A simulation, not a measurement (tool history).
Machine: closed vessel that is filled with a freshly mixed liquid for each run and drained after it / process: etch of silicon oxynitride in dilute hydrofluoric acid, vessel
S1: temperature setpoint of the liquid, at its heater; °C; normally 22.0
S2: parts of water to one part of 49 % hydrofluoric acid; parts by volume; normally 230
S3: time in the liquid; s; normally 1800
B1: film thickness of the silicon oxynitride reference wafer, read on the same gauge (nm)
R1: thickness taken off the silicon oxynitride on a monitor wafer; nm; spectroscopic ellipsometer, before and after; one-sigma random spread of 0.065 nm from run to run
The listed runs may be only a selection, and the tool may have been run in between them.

run 1 day=0.000 | S1=22.0 S2=230 S3=1800 | B1=120.02 | R1=10.21
run 2 day=1.171 | S1=22.0 S2=230 S3=1800 | B1=120.07 | R1=10.30
run 3 day=2.304 | S1=22.0 S2=230 S3=1800 | B1=120.06 | R1=10.38
run 4 day=3.133 | S1=22.0 S2=230 S3=1800 | B1=119.98 | R1=10.38
run 5 day=4.400 | S1=22.0 S2=230 S3=1800 | B1=119.96 | R1=10.30
run 6 day=4.938 | S1=19.5 S2=230 S3=1800 | B1=120.01 | R1=9.37
run 7 day=5.458 | S1=19.5 S2=230 S3=1800 | B1=120.01 | R1=9.17
run 8 day=6.517 | S1=22.0 S2=230 S3=1155 | B1=120.02 | R1=6.68
run 9 day=7.458 | S1=22.0 S2=315 S3=1800 | B1=119.95 | R1=7.28
-- day=8.333 hydrofluoric acid flow meter replaced
run 10 day=8.604 | S1=22.0 S2=130 S3=1335 | B1=119.96 | R1=13.82
run 11 day=9.421 | S1=26.0 S2=135 S3=1125 | B1=120.00 | R1=13.42
run 12 day=10.575 | S1=22.0 S2=170 S3=1000 | B1=120.01 | R1=7.64
-- day=10.629 gauge calibrated
run 13 day=14.721 | S1=22.0 S2=230 S3=1800 | B1=119.97 | R1=9.88
run 14 day=15.883 | S1=25.0 S2=320 S3=2310 | B1=120.03 | R1=9.87
run 15 day=16.650 | S1=22.0 S2=270 S3=1800 | B1=119.98 | R1=8.21
run 16 day=17.875 | S1=22.0 S2=230 S3=1105 | B1=120.03 | R1=6.07
run 17 day=19.329 | S1=22.0 S2=260 S3=1375 | B1=119.97 | R1=6.68
run 18 day=20.288 | S1=22.0 S2=230 S3=2745 | B1=120.01 | R1=15.09
-- day=20.888 thermometer replaced
run 19 day=20.967 | S1=18.5 S2=230 S3=1800 | B1=119.97 | R1=9.13
run 20 day=22.458 | S1=22.0 S2=230 S3=2630 | B1=120.01 | R1=15.80
run 21 day=23.750 | S1=22.0 S2=230 S3=1800 | B1=120.02 | R1=10.74
run 22 day=24.346 | S1=20.5 S2=230 S3=2165 | B1=119.98 | R1=12.07
run 23 day=25.650 | S1=17.5 S2=230 S3=1800 | B1=120.07 | R1=8.78
run 24 day=26.250 | S1=22.0 S2=230 S3=2250 | B1=119.97 | R1=13.53
run 25 day=27.462 | S1=18.5 S2=230 S3=1130 | B1=120.02 | R1=5.72
run 26 day=28.321 | S1=22.0 S2=120 S3=1800 | B1=119.98 | R1=22.27
run 27 day=29.225 | S1=22.0 S2=230 S3=1800 | B1=119.98 | R1=10.88
-- day=29.688 hydrofluoric acid flow meter replaced
run 28 day=30.300 | S1=22.0 S2=305 S3=1495 | B1=120.02 | R1=6.07
run 29 day=31.683 | S1=18.5 S2=305 S3=2110 | B1=119.99 | R1=7.29
run 30 day=32.233 | S1=22.0 S2=230 S3=1800 | B1=119.96 | R1=10.09
run 31 day=33.600 | S1=20.0 S2=345 S3=1800 | B1=120.00 | R1=5.76
run 32 day=34.633 | S1=22.0 S2=230 S3=1800 | B1=119.95 | R1=10.15
run 33 day=36.008 | S1=24.5 S2=230 S3=1075 | B1=120.00 | R1=6.77

Consider 4 possible next runs. They are alternatives, not a sequence: every one starts from the tool as it was left by run 33. What does each give?
run A day=36.058 | S1=22.0 S2=230 S3=1800 | B1=? | R1=?
run B day=36.058 | S1=19.5 S2=180 S3=890 | B1=? | R1=?
run C day=36.058 | S1=22.0 S2=335 S3=850 | B1=? | R1=?
run D day=36.058 | S1=22.0 S2=170 S3=2730 | B1=? | R1=?

run=A B1=120.04 R1=10.13
run=B B1=120.04 R1=5.88
run=C B1=120.04 R1=3.08
run=D B1=120.04 R1=21.64
What these runs would have given with no unlogged condition in the tool:
run=A R1=10.22
run=B R1=5.95
run=C R1=3.10
run=D R1=21.88

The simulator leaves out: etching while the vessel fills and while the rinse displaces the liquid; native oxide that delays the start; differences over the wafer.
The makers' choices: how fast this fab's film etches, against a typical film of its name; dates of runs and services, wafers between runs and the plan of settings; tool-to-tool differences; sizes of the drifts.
